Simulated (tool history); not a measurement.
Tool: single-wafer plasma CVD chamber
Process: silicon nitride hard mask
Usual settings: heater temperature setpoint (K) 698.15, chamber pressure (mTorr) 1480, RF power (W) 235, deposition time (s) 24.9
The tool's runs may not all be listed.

run    hour  heater temperature setpoint (K)  chamber pressure (mTorr)  RF power (W)  deposition time (s)  wafers since the last listed run  hours since the last thermocouple change  hours since the last RF generator calibration  hours since the last manometer calibration  hours since the showerhead was replaced  hours since the gauge calibration  read-back reference wafer on the same gauge, thickness_nm  mean film thickness on the monitor wafer (nm)
  1     0.0                           698.15                      1480           235                 24.9                                 0                                    1881.8                                         1180.9                                       971.0                                   4326.4                              744.1                                                     27.000                                         24.226
  2    24.8                           698.15                      1480           235                 24.9                               407                                    1906.6                                         1205.7                                       995.8                                   4351.2                              768.9                                                     26.980                                         24.350
  3    95.4                           698.15                      1480           235                 24.9                              1159                                    1977.2                                         1276.3                                      1066.4                                   4421.8                              839.5                                                     26.998                                         24.344
  4   150.9                           698.15                      1480           235                 24.9                               911                                    2032.7                                         1331.8                                      1121.9                                   4477.3                              895.0                                                     26.996                                         24.301
  5   220.1                           698.15                      1480           235                 24.9                              1136                                    2101.9                                         1401.0                                      1191.1                                   4546.5                              964.2                                                     27.003                                         24.384
  6   275.4                           698.15                      1480           235                 24.9                               907                                    2157.2                                         1456.3                                      1246.4                                   4601.8                             1019.5                                                     26.984                                         24.368
  7   346.4                           698.15                      1480           235                 22.9                              1165                                    2228.2                                         1527.3                                      1317.4                                   4672.8                             1090.5                                                     27.006                                         22.334
  8   402.1                           698.15                      1480           235                 22.9                               914                                    2283.9                                         1583.0                                      1373.1                                   4728.5                             1146.2                                                     26.993                                         22.465
  9   465.4                           698.15                      1480           215                 24.9                              1039                                    2347.2                                         1646.3                                      1436.4                                   4791.8                             1209.5                                                     26.999                                         22.312
      559.9  -- capacitance manometer re-zeroed and calibrated
 10   671.1                           698.15                      1480           215                 24.9                              3245                                    2552.9                                         1852.0                                       111.2                                   4997.5                             1415.2                                                     26.998                                         21.982
      698.3  -- showerhead replaced
 11   730.9                           698.15                      1480           215                 24.9                               850                                    2612.7                                         1911.8                                       171.0                                     32.6                             1475.0                                                     26.986                                         21.936
 12   800.7                           698.15                      1560           235                 24.9                              1145                                    2682.5                                         1981.6                                       240.8                                    102.4                             1544.8                                                     27.009                                         24.338
 13   843.2                           690.15                      1480           235                 26.1                               697                                    2725.0                                         2024.1                                       283.3                                    144.9                             1587.3                                                     26.985                                         25.299
      869.2  -- gauge calibrated
 14   884.5                           698.15                      1480           235                 26.8                               678                                    2766.3                                         2065.4                                       324.6                                    186.2                               15.3                                                     26.991                                         26.029
 15   911.1                           698.15                      1590           280                 27.7                               436                                    2792.9                                         2092.0                                       351.2                                    212.8                               41.9                                                     26.983                                         31.878
 16   967.3                           698.15                      1840           235                 24.9                               922                                    2849.1                                         2148.2                                       407.4                                    269.0                               98.1                                                     27.002                                         25.279
 17  1026.9                           698.15                      1120           235                 24.9                               978                                    2908.7                                         2207.8                                       467.0                                    328.6                              157.7                                                     27.019                                         22.711
     1038.6  -- RF generator calibrated
 18  1084.9                           705.15                      1710           275                 20.7                               820                                    2966.7                                           46.3                                       525.0                                    386.6                              215.7                                                     27.009                                         23.802
     1099.5  -- thermocouple changed; heater temperature recalibrated
 19  1110.9                           698.15                      1480           235                 24.9                               295                                      11.4                                           72.3                                       551.0                                    412.6                              241.7                                                     27.018                                         24.132
 20  1171.5                           698.15                      1560           235                 24.9                               994                                      72.0                                          132.9                                       611.6                                    473.2                              302.3                                                     26.996                                         24.357
 21  1237.5                           698.15                      1480           190                 24.9                              1083                                     138.0                                          198.9                                       677.6                                    539.2                              368.3                                                     27.004                                         19.226
 22  1379.1                           713.15                      1480           205                 24.9                              2324                                     279.6                                          340.5                                       819.2                                    680.8                              509.9                                                     27.007                                         20.901
 23  1404.4                           684.15                      1480           195                 27.9                               415                                     304.9                                          365.8                                       844.5                                    706.1                              535.2                                                     27.002                                         22.413
 24  1468.6                           698.15                      1610           210                 29.8                              1053                                     369.1                                          430.0                                       908.7                                    770.3                              599.4                                                     26.985                                         26.147
 25  1513.0                           698.15                      1630           235                 24.9                               728                                     413.5                                          474.4                                       953.1                                    814.7                              643.8                                                     27.013                                         24.633
 26  1613.4                           698.15                      1480           235                 24.9                              1648                                     513.9                                          574.8                                      1053.5                                    915.1                              744.2                                                     26.996                                         24.214
 27  1656.4                           698.15                      1220           235                 24.9                               705                                     556.9                                          617.8                                      1096.5                                    958.1                              787.2                                                     27.000                                         23.312
 28  1727.7                           698.15                      1560           235                 24.9                              1170                                     628.2                                          689.1                                      1167.8                                   1029.4                              858.5                                                     27.000                                         24.568

5 ways to go on from here, each from the tool as it stands after run 28. What would each give?
  A  1728.1                           698.15                      1480           235                 24.9                                 6                                     628.6                                          689.5                                      1168.2                                   1029.8                              858.9                                                          ?                                              ?
  B  1728.1                           698.15                      1480           235                 29.5                                 6                                     628.6                                          689.5                                      1168.2                                   1029.8                              858.9                                                          ?                                              ?
  C  1728.1                           704.15                      1830           260                 28.9                                 6                                     628.6                                          689.5                                      1168.2                                   1029.8                              858.9                                                          ?                                              ?
  D  1728.1                           687.15                      1270           275                 20.5                                 6                                     628.6                                          689.5                                      1168.2                                   1029.8                              858.9                                                          ?                                              ?
  E  1728.1                           698.15                      1740           235                 24.9                                 6                                     628.6                                          689.5                                      1168.2                                   1029.8                              858.9                                                          ?                                              ?

run  read-back reference wafer on the same gauge, thickness_nm  mean film thickness on the monitor wafer (nm)
  A                                                     27.002                                         24.346
  B                                                     27.002                                         28.832
  C                                                     27.002                                         32.430
  D                                                     27.002                                         22.548
  E                                                     27.002                                         25.199
Without the tool's hidden state the same runs would have given:
run  mean film thickness on the monitor wafer (nm)
  A                                         24.129
  B                                         28.575
  C                                         32.155
  D                                         22.335
  E                                         24.985
